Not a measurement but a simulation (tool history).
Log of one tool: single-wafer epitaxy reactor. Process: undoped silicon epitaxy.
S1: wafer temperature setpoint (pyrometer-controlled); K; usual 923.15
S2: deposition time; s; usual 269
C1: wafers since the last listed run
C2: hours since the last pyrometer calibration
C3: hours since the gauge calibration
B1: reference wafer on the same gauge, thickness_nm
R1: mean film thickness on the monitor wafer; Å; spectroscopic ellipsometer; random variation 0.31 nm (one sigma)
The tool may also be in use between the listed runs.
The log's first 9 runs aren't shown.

run    hour      S1   S2   C1      C2      C3      B1      R1
 10   751.5  923.15  269  470  1605.1  1446.2  47.390  506.30
 11   822.5  923.15  269  550  1676.1  1517.2  47.385  509.94
 12   862.3  923.15  269  308  1715.9  1557.0  47.391  512.45
      935.8  -- gauge calibrated
      941.3  -- pyrometer calibrated
 13   944.2  923.15  269  572     2.9     8.4  47.437  515.10
 14  1024.9  923.15  269  625    83.6    89.1  47.383  510.34
 15  1062.8  923.15  252  293   121.5   127.0  47.454  481.91
 16  1127.6  923.15  269  502   186.3   191.8  47.428  509.98
 17  1214.3  927.15  269  672   273.0   278.5  47.400  542.95
 18  1283.3  923.15  269  534   342.0   347.5  47.423  510.92
 19  1339.6  910.15  269  436   398.3   403.8  47.440  389.78
 20  1396.3  917.15  293  439   455.0   460.5  47.364  494.78
 21  1466.7  916.15  218  545   525.4   530.9  47.381  361.47
 22  1513.4  923.15  252  362   572.1   577.6  47.493  475.38
 23  1604.9  910.15  269  709   663.6   669.1  47.399  391.17
 24  1699.4  912.15  294  732   758.1   763.6  47.407  444.96
 25  1736.7  919.15  269  289   795.4   800.9  47.365  470.17
 26  1824.5  931.15  225  680   883.2   888.7  47.373  498.73
 27  1884.2  923.15  269  462   942.9   948.4  47.431  511.85
 28  1954.6  911.15  269  545  1013.3  1018.8  47.439  401.10
 29  2021.3  908.15  284  517  1080.0  1085.5  47.323  398.18
 30  2096.8  919.15  248  585  1155.5  1161.0  47.420  433.82
 31  2197.9  936.15  269  783  1256.6  1262.1  47.416  649.89
 32  2252.2  934.15  311  420  1310.9  1316.4  47.376  728.02

Forecast each of these 3 alternatives for the next run:
  A  2252.7  913.15  269   3  1311.4  1316.9   ?   ?
  B  2252.7  917.15  269   3  1311.4  1316.9   ?   ?
  C  2252.7  937.15  286   3  1311.4  1316.9   ?   ?

run      B1      R1
  A  47.459  418.64
  B  47.459  453.38
  C  47.459  711.52
Without the tool's hidden state the same runs would have given:
run      R1
  A  418.64
  B  453.38
  C  711.52
